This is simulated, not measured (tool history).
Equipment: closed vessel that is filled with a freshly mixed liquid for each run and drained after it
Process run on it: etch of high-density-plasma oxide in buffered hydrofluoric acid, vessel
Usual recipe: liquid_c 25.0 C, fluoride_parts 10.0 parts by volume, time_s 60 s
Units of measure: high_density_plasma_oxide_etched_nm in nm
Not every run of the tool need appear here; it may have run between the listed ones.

run,day,liquid_c,fluoride_parts,time_s,"read-back film thickness of the high-density-plasma oxide reference wafer, read on the same gauge (nm)",high_density_plasma_oxide_etched_nm
1,0.000,25.0,11.0,60,100.02,89.38
2,0.550,25.0,11.0,60,100.05,89.79
3,1.083,25.0,10.0,60,99.96,97.69
4,1.708,25.0,10.0,60,100.04,98.80
5,2.008,25.0,10.0,60,99.99,98.47
6,2.717,25.0,10.0,60,100.02,99.03
7,3.404,25.0,10.0,60,99.99,97.82
8,3.729,25.0,10.0,60,100.01,97.82
9,4.454,25.0,10.0,60,100.00,98.64
10,4.908,25.0,10.0,60,100.04,97.97
11,5.333,25.0,10.0,60,100.01,98.80
# day 5.721: thermometer replaced
12,6.029,25.0,10.0,45,100.03,64.44
# day 6.212: hydrofluoric acid flow meter replaced
13,6.583,25.0,10.0,45,99.98,64.41
14,7.050,25.0,10.0,45,100.05,64.92
15,7.758,20.0,14.0,60,100.01,47.34
16,8.058,28.5,11.0,75,99.98,118.40
17,8.700,23.5,10.0,85,99.98,113.61
# day 8.975: gauge calibrated
18,9.246,25.0,8.5,75,99.97,122.79
19,9.554,22.5,12.0,70,100.02,73.63
20,9.967,23.5,13.0,35,99.93,36.09
21,10.388,25.0,11.0,60,100.00,78.68
22,10.775,25.0,10.0,60,99.98,87.16
23,11.367,25.0,10.0,60,100.03,86.62
24,11.867,25.0,10.0,60,100.00,86.62
25,12.146,25.0,10.0,60,99.97,86.84
26,12.671,23.0,8.5,75,100.03,110.49
27,13.079,25.0,11.5,30,99.95,37.86
28,13.629,22.0,10.0,60,100.02,74.02
29,14.229,20.0,14.0,60,99.99,47.16

Below are 4 alternative next runs, each starting from the tool's condition after run 29. Predict each:
A,14.258,25.0,10.0,60,?,?
B,14.258,25.0,6.0,90,?,?
C,14.258,28.0,6.5,85,?,?
D,14.258,27.0,6.5,60,?,?

run,"read-back film thickness of the high-density-plasma oxide reference wafer, read on the same gauge (nm)",high_density_plasma_oxide_etched_nm
A,99.97,87.02
B,99.97,209.20
C,99.97,216.34
D,99.97,144.83
Without the tool's unlogged condition, the same runs would have read:
run,high_density_plasma_oxide_etched_nm
A,84.07
B,202.10
C,209.14
D,139.98

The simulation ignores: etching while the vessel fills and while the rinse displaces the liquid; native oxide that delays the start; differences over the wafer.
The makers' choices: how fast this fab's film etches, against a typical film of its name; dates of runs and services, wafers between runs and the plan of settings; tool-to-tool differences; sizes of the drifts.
